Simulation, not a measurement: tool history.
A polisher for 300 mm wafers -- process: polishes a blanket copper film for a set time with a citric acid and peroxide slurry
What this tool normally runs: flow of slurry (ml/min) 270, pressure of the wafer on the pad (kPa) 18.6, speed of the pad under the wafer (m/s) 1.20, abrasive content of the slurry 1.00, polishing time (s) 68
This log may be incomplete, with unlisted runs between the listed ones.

run,hour,flow of slurry (ml/min),pressure of the wafer on the pad (kPa),speed of the pad under the wafer (m/s),abrasive content of the slurry,polishing time (s),wafers since the last listed run,wafers polished on this pad,hours since the slurry nozzle was cleaned,hours since the head pressure was calibrated,hours since the slurry blender was calibrated,"incoming thickness of the incoming film, nm",film removed (Å)
1,0.0,270,18.6,1.20,1.00,68,0,343,281.3,461.1,130.8,998.3,1872
2,73.0,270,18.6,1.20,1.00,68,512,855,354.3,534.1,203.8,1005.1,1793
# hour 77.1: head pressure recalibrated
3,139.3,270,18.6,1.20,1.00,68,451,1306,420.6,62.2,270.1,993.5,1898
4,225.7,270,18.6,1.20,1.00,68,606,1913,507.0,148.6,356.5,987.6,1924
5,279.1,270,18.6,1.20,1.00,68,374,2288,560.4,202.0,409.9,994.6,1892
# hour 341.3: slurry blender recalibrated
6,378.1,270,18.6,1.20,1.00,68,680,2968,659.4,301.0,36.8,987.8,1899
# hour 392.1: worn pad replaced by a new one
7,416.7,270,18.6,1.20,1.00,68,242,172,698.0,339.6,75.4,1000.0,1870
8,497.3,270,18.6,1.20,1.00,68,565,738,778.6,420.2,156.0,1000.4,1831
# hour 515.4: slurry nozzle cleaned
9,551.6,270,18.6,1.20,1.00,68,374,1112,36.2,474.5,210.3,1012.6,1829
# hour 569.1: head pressure recalibrated
10,610.7,270,18.6,1.20,1.00,68,400,1513,95.3,41.6,269.4,986.0,1783
11,657.3,270,18.6,1.20,1.00,68,327,1840,141.9,88.2,316.0,994.4,1794
12,742.7,270,18.6,1.20,1.00,68,599,2439,227.3,173.6,401.4,1009.7,1776
# hour 813.6: worn pad replaced by a new one
13,833.3,270,18.6,1.20,1.00,68,607,138,317.9,264.2,492.0,1002.8,1783
# hour 862.8: slurry blender recalibrated
14,882.3,270,18.6,1.20,1.00,68,329,468,366.9,313.2,19.5,985.4,1723
15,965.7,200,18.6,1.20,1.00,68,585,1053,450.3,396.6,102.9,1015.2,1692
16,1043.1,270,18.6,1.20,1.00,68,543,1597,527.7,474.0,180.3,1001.8,1751
# hour 1050.7: head pressure recalibrated, repeated, since the last time left the tool worse
17,1103.1,270,15.2,1.20,1.25,68,407,2004,587.7,52.4,240.3,1008.9,1720
18,1193.0,240,18.6,1.38,1.00,79,631,2635,677.6,142.3,330.2,993.1,2545
# hour 1215.3: slurry nozzle cleaned
# hour 1216.9: worn pad replaced by a new one
19,1263.1,180,18.6,1.20,1.00,86,473,324,47.8,212.4,400.3,984.0,2220
20,1350.3,270,18.6,1.20,1.00,68,612,936,135.0,299.6,487.5,994.0,1899
# hour 1353.8: slurry blender recalibrated
21,1453.4,270,18.6,1.20,1.00,68,709,1645,238.1,402.7,99.6,995.3,1870
# hour 1582.7: head pressure recalibrated
22,1590.3,270,12.4,1.20,1.00,68,946,2592,375.0,7.6,236.5,1015.6,1529
# hour 1638.0: worn pad replaced by a new one
23,1668.1,205,18.6,1.20,1.00,68,517,211,452.8,85.4,314.3,998.7,1825
24,1724.6,340,15.2,1.48,1.00,49,396,607,509.3,141.9,370.8,998.8,1533
# hour 1865.0: slurry blender recalibrated
# hour 1924.0: slurry nozzle cleaned
# hour 2004.2: head pressure recalibrated
25,2018.6,270,16.5,1.04,1.00,76,2028,2636,94.6,14.4,153.6,995.3,1712
# hour 2052.4: worn pad replaced by a new one
26,2061.2,270,24.1,1.20,1.00,55,270,61,137.2,57.0,196.2,1016.0,1800
27,2227.0,270,18.6,1.20,1.00,68,1163,1225,303.0,222.8,362.0,1017.5,1918
28,2297.5,270,16.5,1.20,0.85,62,494,1720,373.5,293.3,432.5,982.6,1580

Branching from run 28: 5 alternative next runs. What would each branch give?
A,2297.9,355,18.6,1.20,1.00,68,2,1722,373.9,293.7,432.9,996.9,?
B,2297.9,270,24.1,1.20,0.90,59,2,1722,373.9,293.7,432.9,996.9,?
C,2297.9,270,18.6,1.00,1.00,68,2,1722,373.9,293.7,432.9,996.9,?
D,2297.9,235,18.6,1.20,0.75,68,2,1722,373.9,293.7,432.9,996.9,?
E,2297.9,270,20.7,1.20,1.10,68,2,1722,373.9,293.7,432.9,996.9,?

run,film removed (Å)
A,1929
B,1904
C,1574
D,1775
E,2041
With the hidden condition removed and each run's random variation left untouched, the same runs would have given:
run,film removed (Å)
A,1963
B,1937
C,1602
D,1806
E,2077
